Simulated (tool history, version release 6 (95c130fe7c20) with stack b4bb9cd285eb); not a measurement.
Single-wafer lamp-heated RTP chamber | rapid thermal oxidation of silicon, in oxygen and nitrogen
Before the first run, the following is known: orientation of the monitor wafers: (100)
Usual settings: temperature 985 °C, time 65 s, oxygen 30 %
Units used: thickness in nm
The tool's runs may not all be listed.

run,hour,temperature,time,oxygen,wafers since the last listed run,wafers since the last pyrometer calibration,hours since the oxygen flow controller was replaced,hours since the gauge calibration,"read-back reference wafer on the same gauge, thickness",thickness
1,0.0,985,65,30,0,873,2473.5,71.5,3.011,3.718
2,9.2,985,65,30,106,979,2482.7,80.7,3.008,3.719
3,17.9,985,65,30,100,1080,2491.4,89.4,3.007,3.743
4,25.0,985,65,30,81,1162,2498.5,96.5,3.011,3.717
5,38.9,1008,65,30,160,1322,2512.4,110.4,3.010,4.353
6,55.7,1008,65,30,193,1516,2529.2,127.2,3.011,4.361
7,70.0,976,65,30,165,1681,2543.5,141.5,3.010,3.568
8,85.2,985,65,30,175,1857,2558.7,156.7,3.014,3.807
# hour 93.3: pyrometer window cleaned and pyrometer calibrated
9,95.4,985,65,30,25,24,2568.9,166.9,3.012,3.907
10,105.6,985,65,30,117,141,2579.1,177.1,3.011,3.890
11,114.0,985,65,30,96,238,2587.5,185.5,3.008,3.942
12,127.1,1009,65,30,151,390,2600.6,198.6,3.012,4.557
13,144.0,985,65,30,195,585,2617.5,215.5,3.014,3.944
14,160.4,985,91,30,189,774,2633.9,231.9,3.008,4.508
# hour 176.4: pyrometer window cleaned and pyrometer calibrated, repeated, since the last time left the tool worse
15,176.9,985,91,30,98,5,2650.4,248.4,3.007,4.171
16,178.4,985,91,30,17,22,2651.9,249.9,3.008,4.181
17,191.0,985,65,30,145,168,2664.5,262.5,3.010,3.703
# hour 213.9: oxygen flow controller replaced
18,214.4,985,80,17,177,345,0.5,285.9,3.013,3.421
19,217.2,1008,65,30,32,378,3.3,288.7,3.011,4.291
20,231.3,973,42,17,162,540,17.4,302.8,3.009,2.688
21,242.3,956,34,60,126,667,28.4,313.8,3.011,2.978
22,257.1,964,65,30,170,838,43.2,328.6,3.011,3.305
23,273.2,963,39,59,185,1024,59.3,344.7,3.010,3.249
24,288.5,962,76,53,176,1201,74.6,360.0,3.007,4.057
25,303.3,955,84,52,170,1371,89.4,374.8,3.010,4.041
# hour 305.3: gauge calibrated
# hour 324.6: pyrometer window cleaned and pyrometer calibrated
26,340.1,973,42,17,332,178,126.2,34.8,3.007,2.697
27,353.1,985,65,30,150,328,139.2,47.8,3.006,3.677
28,360.0,1010,65,17,79,408,146.1,54.7,3.013,3.656
29,376.5,971,84,30,190,598,162.6,71.2,3.010,3.743

What will run 30 give?
30,390.9,985,65,30,166,764,177.0,85.6,?,?

Run 30 yielded read-back reference wafer on the same gauge, thickness 3.010, thickness 3.703 nm.
With the hidden condition absent and the run-to-run variation left alone, this run would have shown thickness 3.640 nm.

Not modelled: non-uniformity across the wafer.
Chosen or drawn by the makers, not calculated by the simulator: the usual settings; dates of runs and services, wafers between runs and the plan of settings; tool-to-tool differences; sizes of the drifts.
